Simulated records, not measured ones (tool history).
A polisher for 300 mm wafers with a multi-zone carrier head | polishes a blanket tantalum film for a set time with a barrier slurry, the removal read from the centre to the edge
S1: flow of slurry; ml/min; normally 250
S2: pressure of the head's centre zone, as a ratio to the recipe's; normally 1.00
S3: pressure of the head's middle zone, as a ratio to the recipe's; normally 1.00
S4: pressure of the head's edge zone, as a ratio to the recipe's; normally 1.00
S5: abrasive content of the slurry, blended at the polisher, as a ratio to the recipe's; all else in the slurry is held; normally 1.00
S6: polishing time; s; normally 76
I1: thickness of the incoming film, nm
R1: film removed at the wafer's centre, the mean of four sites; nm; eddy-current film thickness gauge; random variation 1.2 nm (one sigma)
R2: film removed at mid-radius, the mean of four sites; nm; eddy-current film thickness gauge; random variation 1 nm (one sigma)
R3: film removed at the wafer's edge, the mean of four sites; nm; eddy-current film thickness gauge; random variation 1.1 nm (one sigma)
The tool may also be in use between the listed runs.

{"run": 1, "hour": 0.0, "S1": 250, "S2": 1.0, "S3": 0.91, "S4": 1.0, "S5": 1.0, "S6": 76, "I1": 450.4, "R1": 84.9, "R2": 78.4, "R3": 83.8}
{"run": 2, "hour": 29.7, "S1": 250, "S2": 1.0, "S3": 1.0, "S4": 1.0, "S5": 1.0, "S6": 76, "I1": 447.0, "R1": 84.3, "R2": 80.2, "R3": 83.6}
{"hour": 37.7, "done": "worn pad replaced by a new one"}
{"run": 3, "hour": 46.6, "S1": 250, "S2": 1.07, "S3": 1.0, "S4": 1.0, "S5": 1.1, "S6": 67, "I1": 447.3, "R1": 87.3, "R2": 77.0, "R3": 81.3}
{"hour": 54.1, "done": "slurry nozzle cleaned"}
{"run": 4, "hour": 71.7, "S1": 250, "S2": 1.0, "S3": 1.0, "S4": 1.0, "S5": 1.0, "S6": 76, "I1": 450.4, "R1": 86.8, "R2": 86.1, "R3": 88.2}
{"run": 5, "hour": 105.1, "S1": 185, "S2": 1.0, "S3": 1.05, "S4": 1.0, "S5": 0.8, "S6": 76, "I1": 448.1, "R1": 76.0, "R2": 78.3, "R3": 80.2}
{"hour": 116.3, "done": "carrier head's membrane replaced by a new one"}
{"run": 6, "hour": 117.5, "S1": 250, "S2": 0.92, "S3": 1.0, "S4": 1.08, "S5": 1.0, "S6": 76, "I1": 454.2, "R1": 77.5, "R2": 81.5, "R3": 87.9}
{"run": 7, "hour": 150.4, "S1": 275, "S2": 1.04, "S3": 1.0, "S4": 1.06, "S5": 1.0, "S6": 76, "I1": 451.4, "R1": 86.7, "R2": 81.2, "R3": 85.8}
{"hour": 163.6, "done": "centre zone pressure recalibrated"}
{"run": 8, "hour": 173.2, "S1": 250, "S2": 1.0, "S3": 1.0, "S4": 1.0, "S5": 1.0, "S6": 85, "I1": 452.5, "R1": 90.6, "R2": 91.2, "R3": 91.3}
{"hour": 209.4, "done": "worn pad replaced by a new one"}
{"run": 9, "hour": 209.9, "S1": 250, "S2": 1.0, "S3": 1.1, "S4": 1.0, "S5": 1.0, "S6": 59, "I1": 448.8, "R1": 72.4, "R2": 75.2, "R3": 71.0}
{"run": 10, "hour": 229.1, "S1": 250, "S2": 1.0, "S3": 1.0, "S4": 1.0, "S5": 1.0, "S6": 76, "I1": 456.7, "R1": 91.0, "R2": 87.1, "R3": 93.6}
{"run": 11, "hour": 261.0, "S1": 250, "S2": 1.08, "S3": 0.91, "S4": 1.0, "S5": 1.0, "S6": 67, "I1": 451.1, "R1": 84.7, "R2": 70.3, "R3": 80.2}
{"run": 12, "hour": 283.8, "S1": 250, "S2": 1.0, "S3": 1.0, "S4": 1.0, "S5": 1.1, "S6": 76, "I1": 451.5, "R1": 90.4, "R2": 89.5, "R3": 90.4}
{"run": 13, "hour": 298.8, "S1": 210, "S2": 1.0, "S3": 1.0, "S4": 1.0, "S5": 1.3, "S6": 56, "I1": 450.5, "R1": 65.4, "R2": 64.4, "R3": 66.7}
{"run": 14, "hour": 332.6, "S1": 220, "S2": 1.03, "S3": 1.0, "S4": 1.0, "S5": 1.0, "S6": 76, "I1": 449.9, "R1": 83.2, "R2": 79.4, "R3": 83.0}
{"run": 15, "hour": 374.6, "S1": 305, "S2": 1.0, "S3": 1.0, "S4": 1.0, "S5": 1.0, "S6": 66, "I1": 450.2, "R1": 73.0, "R2": 72.2, "R3": 72.0}
{"hour": 383.9, "done": "worn pad replaced by a new one"}
{"run": 16, "hour": 399.7, "S1": 250, "S2": 1.0, "S3": 1.0, "S4": 1.0, "S5": 1.0, "S6": 76, "I1": 451.4, "R1": 93.1, "R2": 87.7, "R3": 89.8}
{"run": 17, "hour": 433.3, "S1": 250, "S2": 1.0, "S3": 1.0, "S4": 1.0, "S5": 1.0, "S6": 76, "I1": 445.7, "R1": 88.9, "R2": 85.9, "R3": 89.1}
{"hour": 435.2, "done": "slurry nozzle cleaned"}
{"run": 18, "hour": 455.3, "S1": 250, "S2": 1.0, "S3": 1.0, "S4": 1.0, "S5": 1.0, "S6": 76, "I1": 455.5, "R1": 88.3, "R2": 86.1, "R3": 89.8}
{"run": 19, "hour": 477.2, "S1": 250, "S2": 1.0, "S3": 0.93, "S4": 1.0, "S5": 1.0, "S6": 76, "I1": 453.6, "R1": 84.8, "R2": 80.4, "R3": 86.0}
{"run": 20, "hour": 491.3, "S1": 275, "S2": 1.0, "S3": 1.0, "S4": 1.0, "S5": 0.9, "S6": 76, "I1": 445.1, "R1": 85.0, "R2": 81.2, "R3": 82.1}
{"run": 21, "hour": 518.0, "S1": 250, "S2": 1.0, "S3": 0.93, "S4": 1.0, "S5": 1.25, "S6": 76, "I1": 443.7, "R1": 87.3, "R2": 81.6, "R3": 88.8}

Alternative continuations, all from the tool just after run 21; predict every row:
{"run": "A", "hour": 518.4, "S1": 205, "S2": 1.0, "S3": 1.0, "S4": 1.0, "S5": 1.0, "S6": 76, "I1": 452.8, "R1": "?", "R2": "?", "R3": "?"}
{"run": "B", "hour": 518.4, "S1": 250, "S2": 1.0, "S3": 1.0, "S4": 1.0, "S5": 1.0, "S6": 60, "I1": 452.8, "R1": "?", "R2": "?", "R3": "?"}
{"run": "C", "hour": 518.4, "S1": 250, "S2": 1.0, "S3": 1.0, "S4": 1.11, "S5": 0.8, "S6": 98, "I1": 452.8, "R1": "?", "R2": "?", "R3": "?"}
{"run": "D", "hour": 518.4, "S1": 250, "S2": 1.0, "S3": 1.0, "S4": 0.88, "S5": 0.9, "S6": 76, "I1": 452.8, "R1": "?", "R2": "?", "R3": "?"}
{"run": "E", "hour": 518.4, "S1": 250, "S2": 1.08, "S3": 1.0, "S4": 1.07, "S5": 1.0, "S6": 76, "I1": 452.8, "R1": "?", "R2": "?", "R3": "?"}

run=A R1=80.9 R2=79.1 R3=83.4
run=B R1=65.9 R2=64.2 R3=67.3
run=C R1=101.1 R2=98.5 R3=107.8
run=D R1=81.2 R2=79.1 R3=78.7
run=E R1=90.3 R2=81.3 R3=87.6
Take away the tool's hidden state, keep each run's random variation, and the runs would have read:
run=A R1=89.3 R2=87.3 R3=92.1
run=B R1=72.8 R2=70.9 R3=74.2
run=C R1=111.6 R2=108.7 R3=119.0
run=D R1=89.6 R2=87.3 R3=86.9
run=E R1=99.6 R2=89.8 R3=96.7
